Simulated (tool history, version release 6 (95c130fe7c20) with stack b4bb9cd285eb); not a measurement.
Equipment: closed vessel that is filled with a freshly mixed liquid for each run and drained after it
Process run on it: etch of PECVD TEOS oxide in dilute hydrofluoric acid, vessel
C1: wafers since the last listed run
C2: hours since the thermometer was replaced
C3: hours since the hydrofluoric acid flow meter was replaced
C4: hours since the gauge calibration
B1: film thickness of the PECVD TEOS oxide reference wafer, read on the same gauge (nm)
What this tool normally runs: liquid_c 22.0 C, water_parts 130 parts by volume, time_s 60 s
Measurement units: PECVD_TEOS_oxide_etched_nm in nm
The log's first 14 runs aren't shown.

run 15 hour=153.4 | liquid_c=22.0 water_parts=130 time_s=60 | C1=1028 C2=2282.4 C3=2088.5 C4=28.0 | B1=130.00 | PECVD_TEOS_oxide_etched_nm=4.76
run 16 hour=169.3 | liquid_c=22.0 water_parts=130 time_s=85 | C1=1651 C2=2298.3 C3=2104.4 C4=43.9 | B1=130.01 | PECVD_TEOS_oxide_etched_nm=6.79
run 17 hour=181.4 | liquid_c=26.5 water_parts=150 time_s=85 | C1=1256 C2=2310.4 C3=2116.5 C4=56.0 | B1=129.99 | PECVD_TEOS_oxide_etched_nm=6.76
-- hour=187.7 hydrofluoric acid flow meter replaced
run 18 hour=189.0 | liquid_c=22.0 water_parts=160 time_s=70 | C1=685 C2=2318.0 C3=1.3 C4=63.6 | B1=130.01 | PECVD_TEOS_oxide_etched_nm=4.99
run 19 hour=205.5 | liquid_c=22.0 water_parts=95 time_s=85 | C1=1713 C2=2334.5 C3=17.8 C4=80.1 | B1=130.01 | PECVD_TEOS_oxide_etched_nm=10.98
run 20 hour=214.4 | liquid_c=22.0 water_parts=110 time_s=40 | C1=924 C2=2343.4 C3=26.7 C4=89.0 | B1=129.97 | PECVD_TEOS_oxide_etched_nm=4.40
run 21 hour=225.0 | liquid_c=22.0 water_parts=170 time_s=70 | C1=1100 C2=2354.0 C3=37.3 C4=99.6 | B1=129.98 | PECVD_TEOS_oxide_etched_nm=4.64
run 22 hour=231.1 | liquid_c=22.0 water_parts=130 time_s=60 | C1=633 C2=2360.1 C3=43.4 C4=105.7 | B1=130.01 | PECVD_TEOS_oxide_etched_nm=5.43
run 23 hour=247.6 | liquid_c=22.0 water_parts=130 time_s=60 | C1=1713 C2=2376.6 C3=59.9 C4=122.2 | B1=129.98 | PECVD_TEOS_oxide_etched_nm=5.40
-- hour=253.5 thermometer replaced
run 24 hour=256.2 | liquid_c=22.0 water_parts=155 time_s=60 | C1=789 C2=2.7 C3=68.5 C4=130.8 | B1=130.00 | PECVD_TEOS_oxide_etched_nm=4.45
run 25 hour=308.3 | liquid_c=22.0 water_parts=130 time_s=60 | C1=5410 C2=54.8 C3=120.6 C4=182.9 | B1=130.00 | PECVD_TEOS_oxide_etched_nm=5.40
run 26 hour=321.8 | liquid_c=22.0 water_parts=130 time_s=60 | C1=1401 C2=68.3 C3=134.1 C4=196.4 | B1=129.99 | PECVD_TEOS_oxide_etched_nm=5.37
run 27 hour=329.3 | liquid_c=22.0 water_parts=130 time_s=80 | C1=778 C2=75.8 C3=141.6 C4=203.9 | B1=130.00 | PECVD_TEOS_oxide_etched_nm=7.19
run 28 hour=335.6 | liquid_c=19.0 water_parts=130 time_s=60 | C1=654 C2=82.1 C3=147.9 C4=210.2 | B1=129.99 | PECVD_TEOS_oxide_etched_nm=4.78
run 29 hour=350.8 | liquid_c=22.0 water_parts=95 time_s=85 | C1=1578 C2=97.3 C3=163.1 C4=225.4 | B1=130.00 | PECVD_TEOS_oxide_etched_nm=10.90
run 30 hour=364.5 | liquid_c=17.0 water_parts=130 time_s=40 | C1=1422 C2=111.0 C3=176.8 C4=239.1 | B1=130.03 | PECVD_TEOS_oxide_etched_nm=2.93
run 31 hour=376.7 | liquid_c=22.0 water_parts=130 time_s=60 | C1=1266 C2=123.2 C3=189.0 C4=251.3 | B1=130.01 | PECVD_TEOS_oxide_etched_nm=5.39

Consider 4 possible next runs. They are alternatives, not a sequence: every one starts from the tool as it was left by run 31. What does each give?
run A hour=377.4 | liquid_c=22.0 water_parts=95 time_s=60 | C1=72 C2=123.9 C3=189.7 C4=252.0 | B1=? | PECVD_TEOS_oxide_etched_nm=?
run B hour=377.4 | liquid_c=24.0 water_parts=130 time_s=85 | C1=72 C2=123.9 C3=189.7 C4=252.0 | B1=? | PECVD_TEOS_oxide_etched_nm=?
run C hour=377.4 | liquid_c=22.0 water_parts=70 time_s=30 | C1=72 C2=123.9 C3=189.7 C4=252.0 | B1=? | PECVD_TEOS_oxide_etched_nm=?
run D hour=377.4 | liquid_c=25.0 water_parts=170 time_s=40 | C1=72 C2=123.9 C3=189.7 C4=252.0 | B1=? | PECVD_TEOS_oxide_etched_nm=?

run=A B1=130.02 PECVD_TEOS_oxide_etched_nm=7.71
run=B B1=130.02 PECVD_TEOS_oxide_etched_nm=8.29
run=C B1=130.02 PECVD_TEOS_oxide_etched_nm=5.39
run=D B1=130.02 PECVD_TEOS_oxide_etched_nm=2.96
With no hidden state in the tool, these same runs would have given:
run=A PECVD_TEOS_oxide_etched_nm=7.81
run=B PECVD_TEOS_oxide_etched_nm=8.40
run=C PECVD_TEOS_oxide_etched_nm=5.46
run=D PECVD_TEOS_oxide_etched_nm=3.00
